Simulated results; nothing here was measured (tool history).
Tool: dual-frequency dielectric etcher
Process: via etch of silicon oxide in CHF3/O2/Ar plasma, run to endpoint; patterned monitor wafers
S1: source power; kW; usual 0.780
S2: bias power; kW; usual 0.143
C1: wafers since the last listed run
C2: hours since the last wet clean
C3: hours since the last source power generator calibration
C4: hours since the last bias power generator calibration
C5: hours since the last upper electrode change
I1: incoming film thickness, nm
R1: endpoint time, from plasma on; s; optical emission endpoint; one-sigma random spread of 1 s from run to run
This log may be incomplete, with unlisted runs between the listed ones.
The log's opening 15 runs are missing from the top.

run	hour	S1	S2	C1	C2	C3	C4	C5	I1	R1
# hour 824.6: upper electrode replaced
16	825.1	0.870	0.143	88	320.2	3475.3	4076.0	0.5	703.8	317.5
# hour 1017.4: source power generator calibrated
17	1030.0	0.780	0.143	892	525.1	12.6	4280.9	205.4	714.4	328.5
# hour 1081.2: wet clean of the chamber
18	1081.7	0.660	0.143	122	0.5	64.3	4332.6	257.1	709.5	370.5
19	1097.0	0.650	0.116	67	15.8	79.6	4347.9	272.4	711.0	390.1
20	1158.8	0.780	0.143	274	77.6	141.4	4409.7	334.2	707.9	336.9
21	1216.7	0.900	0.118	257	135.5	199.3	4467.6	392.1	715.4	330.6
22	1250.2	0.780	0.143	148	169.0	232.8	4501.1	425.6	705.2	334.5
# hour 1306.8: bias power generator calibrated
23	1307.6	0.700	0.126	237	226.4	290.2	0.8	483.0	707.1	361.6
24	1359.4	0.780	0.143	230	278.2	342.0	52.6	534.8	707.8	331.6
25	1424.6	0.630	0.122	289	343.4	407.2	117.8	600.0	704.2	380.8
26	1473.4	0.650	0.143	216	392.2	456.0	166.6	648.8	716.4	364.2
# hour 1536.8: wet clean of the chamber
27	1537.3	0.700	0.110	177	0.5	519.9	230.5	712.7	712.1	378.3
28	1541.7	0.920	0.130	19	4.9	524.3	234.9	717.1	709.7	318.9
29	1575.5	0.920	0.143	150	38.7	558.1	268.7	750.9	710.1	312.8
30	1642.2	0.780	0.143	296	105.4	624.8	335.4	817.6	704.5	332.8
31	1705.5	0.730	0.123	281	168.7	688.1	398.7	880.9	705.4	355.6
32	1747.6	0.780	0.143	186	210.8	730.2	440.8	923.0	708.2	330.1
33	1791.7	0.930	0.115	195	254.9	774.3	484.9	967.1	714.9	323.2
34	1841.0	0.980	0.153	218	304.2	823.6	534.2	1016.4	711.8	292.8
35	1928.0	0.780	0.120	386	391.2	910.6	621.2	1103.4	705.7	340.2

4 ways to go on from here, each from the tool as it stands after run 35. What would each give?
A	1928.5	0.780	0.143	2	391.7	911.1	621.7	1103.9	706.1	?
B	1928.5	0.580	0.132	2	391.7	911.1	621.7	1103.9	706.1	?
C	1928.5	0.640	0.176	2	391.7	911.1	621.7	1103.9	706.1	?
D	1928.5	0.690	0.131	2	391.7	911.1	621.7	1103.9	706.1	?

run	R1
A	328.4
B	388.3
C	343.9
D	355.9
With no hidden state in the tool, these same runs would have given:
run	R1
A	337.5
B	399.1
C	353.4
D	365.8

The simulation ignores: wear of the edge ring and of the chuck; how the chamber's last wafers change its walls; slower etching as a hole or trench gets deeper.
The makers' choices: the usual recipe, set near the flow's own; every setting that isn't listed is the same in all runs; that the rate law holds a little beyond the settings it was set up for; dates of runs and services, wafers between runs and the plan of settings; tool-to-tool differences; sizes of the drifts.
